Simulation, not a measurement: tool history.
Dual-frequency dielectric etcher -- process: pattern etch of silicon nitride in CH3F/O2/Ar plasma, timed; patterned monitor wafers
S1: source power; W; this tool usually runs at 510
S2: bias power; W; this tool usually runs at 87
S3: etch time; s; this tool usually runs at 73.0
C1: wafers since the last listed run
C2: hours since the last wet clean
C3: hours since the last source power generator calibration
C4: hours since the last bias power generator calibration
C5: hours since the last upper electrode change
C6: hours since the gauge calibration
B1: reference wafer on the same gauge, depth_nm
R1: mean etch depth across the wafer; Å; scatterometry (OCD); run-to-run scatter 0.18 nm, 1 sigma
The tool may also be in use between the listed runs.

| run | hour | S1 | S2 | S3 | C1 | C2 | C3 | C4 | C5 | C6 | B1 | R1 |
|---|---|---|---|---|---|---|---|---|---|---|---|---|
| 1 | 0.0 | 550 | 83 | 73.0 | 0 | 179.5 | 406.7 | 2090.1 | 2513.7 | 806.3 | 61.9 | 589 |
| 2 | 100.4 | 510 | 87 | 73.0 | 740 | 279.9 | 507.1 | 2190.5 | 2614.1 | 906.7 | 61.9 | 580 |
| 3 | 161.5 | 510 | 87 | 73.0 | 450 | 341.0 | 568.2 | 2251.6 | 2675.2 | 967.8 | 61.8 | 581 |
| 4 | 241.3 | 510 | 95 | 73.0 | 588 | 420.8 | 648.0 | 2331.4 | 2755.0 | 1047.6 | 61.9 | 610 |
| 5 | 297.3 | 510 | 95 | 73.0 | 412 | 476.8 | 704.0 | 2387.4 | 2811.0 | 1103.6 | 61.9 | 613 |
| 6 | 353.7 | 510 | 87 | 73.0 | 415 | 533.2 | 760.4 | 2443.8 | 2867.4 | 1160.0 | 61.9 | 585 |
|  | 396.4 | wet clean of the chamber |
| 7 | 457.9 | 510 | 87 | 73.0 | 591 | 61.5 | 864.6 | 2548.0 | 2971.6 | 1264.2 | 61.9 | 584 |
|  | 492.5 | upper electrode replaced, of another model than before |
| 8 | 558.5 | 510 | 87 | 73.0 | 564 | 162.1 | 965.2 | 2648.6 | 66.0 | 1364.8 | 61.9 | 583 |
| 9 | 638.7 | 510 | 87 | 73.0 | 591 | 242.3 | 1045.4 | 2728.8 | 146.2 | 1445.0 | 62.0 | 585 |
| 10 | 738.5 | 510 | 87 | 73.0 | 735 | 342.1 | 1145.2 | 2828.6 | 246.0 | 1544.8 | 61.9 | 579 |
| 11 | 821.3 | 510 | 87 | 73.0 | 610 | 424.9 | 1228.0 | 2911.4 | 328.8 | 1627.6 | 61.9 | 586 |
| 12 | 870.8 | 510 | 87 | 73.0 | 364 | 474.4 | 1277.5 | 2960.9 | 378.3 | 1677.1 | 61.9 | 582 |
| 13 | 931.6 | 510 | 96 | 73.0 | 448 | 535.2 | 1338.3 | 3021.7 | 439.1 | 1737.9 | 61.9 | 607 |
|  | 967.5 | wet clean of the chamber |
|  | 1004.6 | bias power generator calibrated |
| 14 | 1030.5 | 510 | 87 | 56.0 | 522 | 63.0 | 1437.2 | 25.9 | 538.0 | 1836.8 | 61.9 | 450 |
| 15 | 1067.6 | 510 | 87 | 73.0 | 273 | 100.1 | 1474.3 | 63.0 | 575.1 | 1873.9 | 61.9 | 584 |
|  | 1120.2 | source power generator calibrated |
| 16 | 1147.4 | 540 | 87 | 79.0 | 558 | 179.9 | 27.2 | 142.8 | 654.9 | 1953.7 | 61.9 | 635 |
| 17 | 1210.6 | 410 | 102 | 73.0 | 465 | 243.1 | 90.4 | 206.0 | 718.1 | 2016.9 | 61.9 | 586 |
| 18 | 1279.6 | 510 | 87 | 66.5 | 508 | 312.1 | 159.4 | 275.0 | 787.1 | 2085.9 | 61.9 | 529 |
|  | 1330.8 | gauge calibrated |
| 19 | 1372.1 | 510 | 87 | 73.0 | 681 | 404.6 | 251.9 | 367.5 | 879.6 | 41.3 | 61.9 | 577 |
| 20 | 1430.2 | 600 | 94 | 88.0 | 428 | 462.7 | 310.0 | 425.6 | 937.7 | 99.4 | 61.9 | 751 |
| 21 | 1512.7 | 400 | 65 | 53.5 | 608 | 545.2 | 392.5 | 508.1 | 1020.2 | 181.9 | 61.9 | 356 |
|  | 1553.4 | wet clean of the chamber |
| 22 | 1553.9 | 510 | 87 | 73.0 | 126 | 0.5 | 433.7 | 549.3 | 1061.4 | 223.1 | 61.9 | 578 |
| 23 | 1640.4 | 510 | 87 | 73.0 | 637 | 87.0 | 520.2 | 635.8 | 1147.9 | 309.6 | 61.9 | 579 |
| 24 | 1738.0 | 510 | 87 | 73.0 | 719 | 184.6 | 617.8 | 733.4 | 1245.5 | 407.2 | 61.9 | 580 |
| 25 | 1822.1 | 570 | 72 | 55.0 | 620 | 268.7 | 701.9 | 817.5 | 1329.6 | 491.3 | 61.9 | 420 |
| 26 | 1880.1 | 510 | 81 | 90.0 | 427 | 326.7 | 759.9 | 875.5 | 1387.6 | 549.3 | 61.9 | 699 |
| 27 | 1947.6 | 510 | 68 | 73.0 | 497 | 394.2 | 827.4 | 943.0 | 1455.1 | 616.8 | 61.9 | 530 |
| 28 | 2017.4 | 540 | 70 | 80.0 | 514 | 464.0 | 897.2 | 1012.8 | 1524.9 | 686.6 | 61.9 | 599 |
|  | 2088.1 | wet clean of the chamber |
| 29 | 2109.7 | 560 | 81 | 73.0 | 503 | 21.6 | 989.5 | 1105.1 | 1617.2 | 778.9 | 61.9 | 580 |

Consider 5 possible next runs. They are alternatives, not a sequence: every one starts from the tool as it was left by run 29. What does each give?
| A | 2110.1 | 630 | 87 | 73.0 | 2 | 22.0 | 989.9 | 1105.5 | 1617.6 | 779.3 | ? | ? |
| B | 2110.1 | 420 | 96 | 73.0 | 2 | 22.0 | 989.9 | 1105.5 | 1617.6 | 779.3 | ? | ? |
| C | 2110.1 | 510 | 77 | 89.0 | 2 | 22.0 | 989.9 | 1105.5 | 1617.6 | 779.3 | ? | ? |
| D | 2110.1 | 510 | 107 | 81.5 | 2 | 22.0 | 989.9 | 1105.5 | 1617.6 | 779.3 | ? | ? |
| E | 2110.1 | 380 | 87 | 55.5 | 2 | 22.0 | 989.9 | 1105.5 | 1617.6 | 779.3 | ? | ? |

| run | B1 | R1 |
|---|---|---|
| A | 61.9 | 617 |
| B | 61.9 | 576 |
| C | 61.9 | 678 |
| D | 61.9 | 704 |
| E | 61.9 | 412 |
The same runs, with their run-to-run variation unchanged, on a tool lacking any hidden condition would have given:
| run | R1 |
|---|---|
| A | 612 |
| B | 573 |
| C | 674 |
| D | 700 |
| E | 409 |
